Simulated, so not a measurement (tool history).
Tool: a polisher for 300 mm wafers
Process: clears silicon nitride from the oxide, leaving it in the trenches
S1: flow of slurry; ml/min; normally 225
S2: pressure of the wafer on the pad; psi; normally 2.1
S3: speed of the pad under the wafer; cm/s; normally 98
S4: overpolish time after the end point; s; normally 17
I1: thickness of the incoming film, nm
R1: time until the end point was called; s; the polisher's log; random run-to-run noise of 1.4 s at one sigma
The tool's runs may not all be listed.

| run | hour | S1 | S2 | S3 | S4 | I1 | R1 |
|---|---|---|---|---|---|---|---|
| 1 | 0.0 | 225 | 1.9 | 98 | 17 | 74.6 | 137.2 |
| 2 | 54.6 | 225 | 1.9 | 98 | 17 | 76.3 | 142.6 |
| 3 | 134.4 | 225 | 1.9 | 98 | 17 | 75.5 | 143.9 |
| 4 | 191.2 | 225 | 2.1 | 98 | 17 | 74.5 | 118.7 |
| 5 | 263.5 | 225 | 2.1 | 98 | 17 | 74.7 | 124.3 |
| 6 | 305.8 | 225 | 1.6 | 98 | 17 | 73.8 | 165.8 |
| 7 | 411.0 | 225 | 1.6 | 98 | 17 | 75.1 | 170.7 |
| 8 | 455.3 | 225 | 1.6 | 98 | 17 | 75.4 | 169.4 |
| 9 | 511.7 | 225 | 2.1 | 114 | 11 | 74.5 | 112.5 |
| 10 | 612.0 | 225 | 2.1 | 114 | 11 | 74.8 | 103.3 |
| 11 | 676.5 | 225 | 2.1 | 86 | 17 | 76.0 | 146.4 |
| 12 | 719.7 | 150 | 2.6 | 66 | 7 | 75.2 | 159.8 |
| 13 | 778.9 | 225 | 2.1 | 98 | 17 | 76.0 | 127.0 |
| 14 | 881.5 | 225 | 2.1 | 118 | 8 | 75.3 | 106.9 |
| 15 | 958.4 | 165 | 2.1 | 98 | 13 | 75.5 | 130.6 |
| 16 | 1132.6 | 300 | 2.1 | 64 | 22 | 74.6 | 184.0 |
| 17 | 1197.9 | 225 | 2.1 | 98 | 17 | 74.3 | 131.5 |
| 18 | 1243.8 | 295 | 2.1 | 76 | 20 | 74.8 | 162.5 |
| 19 | 1305.6 | 225 | 2.1 | 98 | 17 | 75.5 | 123.5 |
| 20 | 1401.9 | 165 | 1.9 | 72 | 26 | 75.4 | 200.8 |
| 21 | 1465.1 | 225 | 2.1 | 98 | 17 | 75.0 | 129.5 |
| 22 | 1509.2 | 225 | 2.1 | 128 | 26 | 75.2 | 99.7 |
| 23 | 1585.9 | 280 | 1.7 | 108 | 22 | 74.7 | 124.8 |

Missing from the log above: 14 entries noted between runs. For each, name the pair of listed runs it sits between and say how the tool's hidden condition differs from the listed run just before to the listed run just after:
From run 3 to run 4: head pressure recalibrated (hour 178.8)
  deviation of the head's pressure from its setpoint, %: -9.77 -> -2.02
  measured result minus the result with no hidden state, R1: +14.0 -> +2.4 s
From run 4 to run 5: slurry nozzle cleaned (hour 197.5); worn pad replaced by a new one (hour 230.4)
  deviation of the head's pressure from its setpoint, %: -2.02 -> -6.61
  measured result minus the result with no hidden state, R1: +2.4 -> +8.2 s
From run 9 to run 10: head pressure recalibrated (hour 519.2); worn pad replaced by a new one (hour 534.2)
  deviation of the head's pressure from its setpoint, %: -11.1 -> -5.83
  measured result minus the result with no hidden state, R1: +12.5 -> +6.1 s
From run 10 to run 11: slurry nozzle cleaned (hour 648.3)
  deviation of the head's pressure from its setpoint, %: -5.83 -> -7.88
  measured result minus the result with no hidden state, R1: +6.1 -> +11.5 s
From run 13 to run 14: worn pad replaced by a new one (hour 831.2)
  deviation of the head's pressure from its setpoint, %: -9.46 -> -10.1
  measured result minus the result with no hidden state, R1: +12.0 -> +10.8 s
From run 14 to run 15: head pressure recalibrated (hour 900.7)
  deviation of the head's pressure from its setpoint, %: -10.1 -> -5.93
  measured result minus the result with no hidden state, R1: +10.8 -> +7.7 s
From run 15 to run 16: slurry nozzle cleaned (hour 1072.2); worn pad replaced by a new one (hour 1126.2)
  deviation of the head's pressure from its setpoint, %: -5.93 -> -11
  measured result minus the result with no hidden state, R1: +7.7 -> +20.2 s
From run 18 to run 19: head pressure recalibrated (hour 1251.5)
  deviation of the head's pressure from its setpoint, %: -11.8 -> -4.72
  measured result minus the result with no hidden state, R1: +19.3 -> +5.8 s
From run 20 to run 21: worn pad replaced by a new one (hour 1448.6)
  deviation of the head's pressure from its setpoint, %: -8.55 -> -9.76
  measured result minus the result with no hidden state, R1: +17.2 -> +12.6 s
From run 21 to run 22: slurry nozzle cleaned (hour 1505.5)
  deviation of the head's pressure from its setpoint, %: -9.76 -> -10.3
  measured result minus the result with no hidden state, R1: +12.6 -> +10.3 s
From run 22 to run 23: head pressure recalibrated (hour 1583.6)
  deviation of the head's pressure from its setpoint, %: -10.3 -> 0.576
  measured result minus the result with no hidden state, R1: +10.3 -> -0.7 s
